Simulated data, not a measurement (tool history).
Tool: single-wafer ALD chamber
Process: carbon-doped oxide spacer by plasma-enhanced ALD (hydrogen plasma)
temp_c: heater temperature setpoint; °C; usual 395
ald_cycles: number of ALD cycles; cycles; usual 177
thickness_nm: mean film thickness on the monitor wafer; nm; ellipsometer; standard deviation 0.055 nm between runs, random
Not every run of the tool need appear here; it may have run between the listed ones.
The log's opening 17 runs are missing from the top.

run	hour	temp_c	ald_cycles	read-back reference wafer on the same gauge, thickness_nm	thickness_nm
18	1462.2	403	177	8.43	8.913
19	1527.7	395	177	8.42	8.93
20	1592.1	391	191	8.423	9.708
21	1631.6	390	160	8.438	8.078
# hour 1666.4: thermocouple changed; heater temperature recalibrated
22	1670.9	389	150	8.419	7.6
23	1712.9	408	189	8.434	9.489
24	1801.9	386	156	8.457	7.947
25	1842.9	381	207	8.447	10.544
26	1920	385	212	8.425	10.659
# hour 1948.6: gauge calibrated
27	1995.4	395	177	8.695	9.213
28	2072.9	395	177	8.672	9.303
29	2180.7	395	160	8.648	8.237
30	2232.7	387	198	8.643	10.172
31	2271.6	395	177	8.625	9.159
32	2359.8	395	190	8.61	9.856
33	2410.2	407	149	8.6	7.531
34	2474.2	386	177	8.583	9.054
35	2536.8	382	189	8.568	9.746
36	2824.9	385	197	8.542	10.044

4 ways to go on from here, each from the tool as it stands after run 36. What would each give?
A	2825.6	395	177	?	?
B	2825.6	382	177	?	?
C	2825.6	408	177	?	?
D	2825.6	380	177	?	?

run	read-back reference wafer on the same gauge, thickness_nm	thickness_nm
A	8.542	8.989
B	8.542	8.989
C	8.542	8.816
D	8.542	8.989
Without the tool's hidden state the same runs would have given:
run	thickness_nm
A	9.154
B	9.154
C	8.977
D	9.154
